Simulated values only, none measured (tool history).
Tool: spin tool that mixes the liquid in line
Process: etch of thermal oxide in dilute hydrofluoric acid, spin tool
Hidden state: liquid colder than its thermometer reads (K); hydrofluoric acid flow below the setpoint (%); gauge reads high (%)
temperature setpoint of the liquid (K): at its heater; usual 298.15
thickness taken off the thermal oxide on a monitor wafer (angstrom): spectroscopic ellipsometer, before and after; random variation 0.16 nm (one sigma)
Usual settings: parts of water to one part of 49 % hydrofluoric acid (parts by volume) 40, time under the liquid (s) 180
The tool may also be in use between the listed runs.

run,hour,temperature setpoint of the liquid (K),parts of water to one part of 49 % hydrofluoric acid (parts by volume),time under the liquid (s),wafers since the last listed run,hours since the thermometer was replaced,hours since the hydrofluoric acid flow meter was replaced,hours since the gauge calibration,"read-back film thickness of the thermal oxide reference wafer, read on the same gauge (nm)",thickness taken off the thermal oxide on a monitor wafer (angstrom)
1,0,300.15,40,180,0,1042.9,1144.4,417.8,87.56,252.2
2,26.1,300.15,40,180,125,1069,1170.5,443.9,87.53,252.2
3,53,300.15,40,180,128,1095.9,1197.4,470.8,87.51,252.9
4,111.7,298.15,40,180,281,1154.6,1256.1,529.5,87.44,232
5,162.3,298.15,40,180,242,1205.2,1306.7,580.1,87.35,233.4
6,197.6,298.15,40,180,169,1240.5,1342,615.4,87.36,230.4
7,249.5,298.15,40,180,248,1292.4,1393.9,667.3,87.31,232
# hour 277.2: gauge calibrated
8,285,301.15,50,105,170,1327.9,1429.4,7.8,90.16,124.3
# hour 289: hydrofluoric acid flow meter replaced
9,326.3,300.65,40,150,193,1369.2,37.3,49.1,89.73,219.5
10,379.8,294.65,50,80,256,1422.7,90.8,102.6,89.3,71.6
11,407.2,298.15,50,180,131,1450.1,118.2,130,89.1,185
12,476.7,300.15,40,180,333,1519.6,187.7,199.5,88.72,255.3
# hour 481.9: thermometer replaced
13,630,298.15,40,180,729,148.1,341,352.8,88.14,232
14,657,300.15,40,180,129,175.1,368,379.8,88.15,252.3
15,726.5,300.15,45,135,333,244.6,437.5,449.3,87.96,168.6

Forecast each of these 3 alternatives for the next run:
A,727,298.15,40,180,2,245.1,438,449.8,?,?
B,727,298.15,55,140,2,245.1,438,449.8,?,?
C,727,293.65,40,180,2,245.1,438,449.8,?,?

run,"read-back film thickness of the thermal oxide reference wafer, read on the same gauge (nm)",thickness taken off the thermal oxide on a monitor wafer (angstrom)
A,88.02,231.8
B,88.02,128.5
C,88.02,192
Without the tool's hidden state the same runs would have given:
run,thickness taken off the thermal oxide on a monitor wafer (angstrom)
A,237.1
B,131.4
C,196.3
